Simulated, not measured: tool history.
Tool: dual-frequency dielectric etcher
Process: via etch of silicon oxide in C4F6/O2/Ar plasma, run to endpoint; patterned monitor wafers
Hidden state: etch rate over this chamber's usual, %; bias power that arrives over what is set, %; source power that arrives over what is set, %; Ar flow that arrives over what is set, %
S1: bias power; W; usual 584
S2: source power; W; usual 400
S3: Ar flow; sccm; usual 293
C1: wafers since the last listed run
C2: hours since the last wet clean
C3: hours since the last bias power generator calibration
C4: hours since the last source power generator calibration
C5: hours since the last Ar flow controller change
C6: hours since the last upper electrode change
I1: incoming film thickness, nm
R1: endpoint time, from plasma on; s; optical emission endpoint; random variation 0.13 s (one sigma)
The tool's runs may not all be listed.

run 1 hour=0 | S1=584 S2=400 S3=293 | C1=0 C2=478.2 C3=655.1 C4=691.9 C5=4113.4 C6=3322.2 | I1=167.2 | R1=37
-- hour=73.6 wet clean of the chamber
run 2 hour=74.1 | S1=584 S2=400 S3=243 | C1=944 C2=0.5 C3=729.2 C4=766 C5=4187.5 C6=3396.3 | I1=167.2 | R1=36.4
run 3 hour=120.6 | S1=584 S2=340 S3=293 | C1=876 C2=47 C3=775.7 C4=812.5 C5=4234 C6=3442.8 | I1=168.6 | R1=39.4
run 4 hour=163.8 | S1=584 S2=340 S3=293 | C1=814 C2=90.2 C3=818.9 C4=855.7 C5=4277.2 C6=3486 | I1=168.6 | R1=39.2
run 5 hour=259.2 | S1=584 S2=340 S3=293 | C1=1798 C2=185.6 C3=914.3 C4=951.1 C5=4372.6 C6=3581.4 | I1=167.3 | R1=38.8
run 6 hour=307.2 | S1=584 S2=400 S3=293 | C1=904 C2=233.6 C3=962.3 C4=999.1 C5=4420.6 C6=3629.4 | I1=167.1 | R1=37.3
run 7 hour=358.6 | S1=584 S2=400 S3=293 | C1=969 C2=285 C3=1013.7 C4=1050.5 C5=4472 C6=3680.8 | I1=166.7 | R1=37
run 8 hour=432.5 | S1=584 S2=400 S3=293 | C1=1393 C2=358.9 C3=1087.6 C4=1124.4 C5=4545.9 C6=3754.7 | I1=167 | R1=37.1
run 9 hour=538.5 | S1=584 S2=400 S3=269 | C1=1998 C2=464.9 C3=1193.6 C4=1230.4 C5=4651.9 C6=3860.7 | I1=166.2 | R1=36.3
-- hour=654.5 wet clean of the chamber
run 10 hour=655 | S1=584 S2=400 S3=293 | C1=1743 C2=0.5 C3=1310.1 C4=1346.9 C5=4768.4 C6=3977.2 | I1=168.3 | R1=37.3
run 11 hour=691.8 | S1=584 S2=400 S3=293 | C1=693 C2=37.3 C3=1346.9 C4=1383.7 C5=4805.2 C6=4014 | I1=166.6 | R1=37
run 12 hour=923.6 | S1=714 S2=400 S3=293 | C1=4370 C2=269.1 C3=1578.7 C4=1615.5 C5=5037 C6=4245.8 | I1=168 | R1=34.2
run 13 hour=1026.1 | S1=584 S2=400 S3=293 | C1=1932 C2=371.6 C3=1681.2 C4=1718 C5=5139.5 C6=4348.3 | I1=167.4 | R1=37
-- hour=1034.2 bias power generator calibrated
run 14 hour=1074.3 | S1=489 S2=400 S3=313 | C1=833 C2=419.8 C3=40.1 C4=1766.2 C5=5187.7 C6=4396.5 | I1=167.8 | R1=40.5
-- hour=1145.6 source power generator calibrated
run 15 hour=1178.7 | S1=584 S2=320 S3=293 | C1=1892 C2=524.2 C3=144.5 C4=33.1 C5=5292.1 C6=4500.9 | I1=167.2 | R1=39.6
-- hour=1235.3 Ar flow controller replaced
-- hour=1243.1 wet clean of the chamber
-- hour=1266.1 upper electrode replaced
run 16 hour=1266.6 | S1=493 S2=400 S3=264 | C1=963 C2=23.5 C3=232.4 C4=121 C5=31.3 C6=0.5 | I1=168.2 | R1=39.6
run 17 hour=1281.3 | S1=481 S2=490 S3=293 | C1=277 C2=38.2 C3=247.1 C4=135.7 C5=46 C6=15.2 | I1=166.9 | R1=37.7
run 18 hour=1375.9 | S1=584 S2=400 S3=229 | C1=1783 C2=132.8 C3=341.7 C4=230.3 C5=140.6 C6=109.8 | I1=166.2 | R1=35.9
run 19 hour=1443.3 | S1=527 S2=340 S3=264 | C1=1270 C2=200.2 C3=409.1 C4=297.7 C5=208 C6=177.2 | I1=167 | R1=40.3
run 20 hour=1502.2 | S1=584 S2=370 S3=293 | C1=1110 C2=259.1 C3=468 C4=356.6 C5=266.9 C6=236.1 | I1=167 | R1=37.8
run 21 hour=1598.2 | S1=584 S2=400 S3=256 | C1=1809 C2=355.1 C3=564 C4=452.6 C5=362.9 C6=332.1 | I1=166.9 | R1=36.3
run 22 hour=1640.5 | S1=584 S2=400 S3=293 | C1=797 C2=397.4 C3=606.3 C4=494.9 C5=405.2 C6=374.4 | I1=168.3 | R1=37.2

What the log doesn't show, run by run:
etch rate over this chamber's usual, %: 0 in every run
bias power that arrives over what is set, %: 0 in every run
source power that arrives over what is set, %: 0 in every run
Ar flow that arrives over what is set, %: 0 in every run
